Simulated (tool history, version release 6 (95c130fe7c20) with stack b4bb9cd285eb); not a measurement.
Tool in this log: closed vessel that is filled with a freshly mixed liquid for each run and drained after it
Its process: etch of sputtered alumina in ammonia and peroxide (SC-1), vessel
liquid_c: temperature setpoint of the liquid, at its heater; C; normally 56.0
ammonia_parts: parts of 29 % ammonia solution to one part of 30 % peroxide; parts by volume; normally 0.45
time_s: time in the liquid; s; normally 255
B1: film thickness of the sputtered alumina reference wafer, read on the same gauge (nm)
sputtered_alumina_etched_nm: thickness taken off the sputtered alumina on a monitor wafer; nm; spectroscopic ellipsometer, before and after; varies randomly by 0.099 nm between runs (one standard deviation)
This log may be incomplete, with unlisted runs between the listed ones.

Run 1, day 0.000: usual settings; B1 110.02. Result: sputtered_alumina_etched_nm 22.13 nm.
Run 2, day 0.442: usual settings; B1 110.02. Result: sputtered_alumina_etched_nm 22.12 nm.
Run 3, day 0.846: usual settings; B1 109.96. Result: sputtered_alumina_etched_nm 22.25 nm.
Run 4, day 1.571: usual settings but liquid_c 53.0 C; B1 109.98. Result: sputtered_alumina_etched_nm 18.93 nm.
Run 5, day 2.112: usual settings but liquid_c 53.0 C; B1 109.95. Result: sputtered_alumina_etched_nm 18.95 nm.
Run 6, day 2.771: usual settings; B1 110.02. Result: sputtered_alumina_etched_nm 22.32 nm.
Run 7, day 3.121: usual settings; B1 110.01. Result: sputtered_alumina_etched_nm 22.12 nm.
Run 8, day 4.408: usual settings but ammonia_parts 0.35 parts by volume; B1 110.02. Result: sputtered_alumina_etched_nm 21.98 nm.
Run 9, day 4.704: usual settings but ammonia_parts 0.35 parts by volume; B1 110.02. Result: sputtered_alumina_etched_nm 21.80 nm.
Run 10, day 5.450: usual settings but time_s 305 s; B1 110.03. Result: sputtered_alumina_etched_nm 26.62 nm.
Run 11, day 6.142: usual settings but time_s 305 s; B1 110.02. Result: sputtered_alumina_etched_nm 26.82 nm.
Run 12, day 6.725: usual settings but ammonia_parts 0.40 parts by volume, time_s 300 s; B1 110.01. Result: sputtered_alumina_etched_nm 26.11 nm.
At day 6.829: new drum of ammonia solution connected.
Run 13, day 7.092: usual settings; B1 110.02. Result: sputtered_alumina_etched_nm 22.51 nm.
At day 7.688: thermometer replaced.
Run 14, day 7.804: usual settings; B1 110.01. Result: sputtered_alumina_etched_nm 20.16 nm.
At day 8.029: ammonia flow meter replaced.
Run 15, day 8.267: usual settings; B1 109.99. Result: sputtered_alumina_etched_nm 20.27 nm.
Run 16, day 9.000: usual settings but time_s 120 s; B1 109.99. Result: sputtered_alumina_etched_nm 9.50 nm.
Run 17, day 9.625: usual settings; B1 109.97. Result: sputtered_alumina_etched_nm 20.22 nm.
Run 18, day 10.217: usual settings; B1 110.01. Result: sputtered_alumina_etched_nm 20.21 nm.
At day 10.592: gauge calibrated.
Run 19, day 10.912: usual settings but ammonia_parts 0.65 parts by volume; B1 110.02. Result: sputtered_alumina_etched_nm 20.89 nm.
Run 20, day 11.229: usual settings but liquid_c 49.5 C, ammonia_parts 0.40 parts by volume, time_s 365 s; B1 110.01. Result: sputtered_alumina_etched_nm 20.19 nm.
Run 21, day 11.762: usual settings but liquid_c 48.5 C; B1 110.01. Result: sputtered_alumina_etched_nm 13.59 nm.
Run 22, day 12.046: usual settings; B1 110.01. Result: sputtered_alumina_etched_nm 20.29 nm.
Run 23, day 12.617: usual settings; B1 110.05. Result: sputtered_alumina_etched_nm 20.25 nm.
Run 24, day 12.975: usual settings but liquid_c 63.5 C, ammonia_parts 0.35 parts by volume; B1 109.99. Result: sputtered_alumina_etched_nm 28.89 nm.
Run 25, day 13.446: usual settings but ammonia_parts 0.60 parts by volume; B1 110.03. Result: sputtered_alumina_etched_nm 20.98 nm.
Run 26, day 13.979: usual settings but ammonia_parts 0.25 parts by volume, time_s 170 s; B1 109.96. Result: sputtered_alumina_etched_nm 12.89 nm.
Run 27, day 14.346: usual settings but liquid_c 50.5 C, ammonia_parts 0.35 parts by volume; B1 110.03. Result: sputtered_alumina_etched_nm 14.76 nm.
Run 28, day 14.717: usual settings but liquid_c 51.0 C, ammonia_parts 0.60 parts by volume, time_s 170 s; B1 109.97. Result: sputtered_alumina_etched_nm 10.63 nm.

4 options for the next run, each taken on its own from the tool as it stands now. Forecast them:
Run A, day 14.746: usual settings; B1 ?. Result: sputtered_alumina_etched_nm ?.
Run B, day 14.746: usual settings but liquid_c 58.5 C, ammonia_parts 0.65 parts by volume; B1 ?. Result: sputtered_alumina_etched_nm ?.
Run C, day 14.746: usual settings but liquid_c 51.0 C; B1 ?. Result: sputtered_alumina_etched_nm ?.
Run D, day 14.746: usual settings but liquid_c 49.5 C, ammonia_parts 0.35 parts by volume, time_s 355 s; B1 ?. Result: sputtered_alumina_etched_nm ?.

run      B1  sputtered_alumina_etched_nm
  A  109.98                        20.25
  B  109.98                        23.88
  C  109.98                        15.50
  D  109.98                        19.40
What these runs would have given with no unlogged condition in the tool:
run  sputtered_alumina_etched_nm
  A                        19.60
  B                        23.13
  C                        14.98
  D                        18.75
